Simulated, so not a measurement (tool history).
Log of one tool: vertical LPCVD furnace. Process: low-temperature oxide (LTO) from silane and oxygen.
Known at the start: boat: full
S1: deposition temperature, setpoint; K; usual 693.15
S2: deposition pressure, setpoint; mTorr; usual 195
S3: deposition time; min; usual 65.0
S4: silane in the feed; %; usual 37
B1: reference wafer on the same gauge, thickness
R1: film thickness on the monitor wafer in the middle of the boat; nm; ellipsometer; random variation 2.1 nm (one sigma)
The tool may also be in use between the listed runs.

run,hour,S1,S2,S3,S4,B1,R1
1,0.0,693.15,195,65.0,37,476.74,594.95
2,11.6,693.15,195,65.0,37,476.94,593.75
3,18.8,693.15,195,65.0,37,476.72,588.14
4,28.2,693.15,195,65.0,37,477.41,595.78
5,39.8,693.15,195,65.0,37,476.39,589.58
6,53.0,693.15,195,65.0,37,477.64,587.05
7,64.7,693.15,195,47.0,37,477.82,425.86
8,77.7,693.15,195,47.0,37,476.62,427.17
9,96.9,693.15,195,47.0,37,476.71,428.61
# hour 138.1: thermocouples replaced and temperature profile calibrated
10,138.6,693.15,195,65.0,37,477.35,592.13
11,143.3,693.15,195,65.0,37,476.64,592.62
12,148.0,693.15,195,65.0,37,477.46,593.56
# hour 169.9: pressure gauge zeroed
13,170.4,693.15,195,65.0,37,477.04,590.52
14,218.3,693.15,195,65.0,37,476.95,592.89
# hour 224.2: gauge calibrated
15,234.3,693.15,195,65.0,32,477.21,491.28
16,244.4,704.15,155,84.0,37,476.68,676.72
17,256.3,686.15,175,73.0,37,477.08,555.80
18,270.0,693.15,195,74.5,41,477.13,764.17
# hour 306.2: silane flow controller replaced
19,306.7,684.15,245,78.0,31,477.16,641.23
20,314.6,693.15,175,78.0,31,477.61,502.79
21,322.1,693.15,195,65.0,37,476.75,591.07
22,330.9,690.15,195,65.0,41,477.50,648.64
23,338.0,693.15,195,65.0,37,477.71,593.40
24,346.0,681.15,195,41.0,42,476.70,381.65
25,359.4,693.15,210,46.0,37,477.30,449.78
26,372.5,683.15,195,72.5,37,477.32,589.03
27,386.7,693.15,240,65.0,31,477.27,578.23
28,401.1,687.15,195,65.0,43,476.62,660.20

4 ways to go on from here, each from the tool as it stands after run 28. What would each give?
A,405.9,693.15,195,65.0,37,?,?
B,405.9,693.15,145,42.0,32,?,?
C,405.9,684.15,235,65.0,37,?,?
D,405.9,697.15,210,54.5,39,?,?

run,B1,R1
A,477.46,590.92
B,477.46,235.41
C,477.46,647.17
D,477.46,591.65
Without the tool's hidden state the same runs would have given:
run,R1
A,590.92
B,235.41
C,647.17
D,591.65
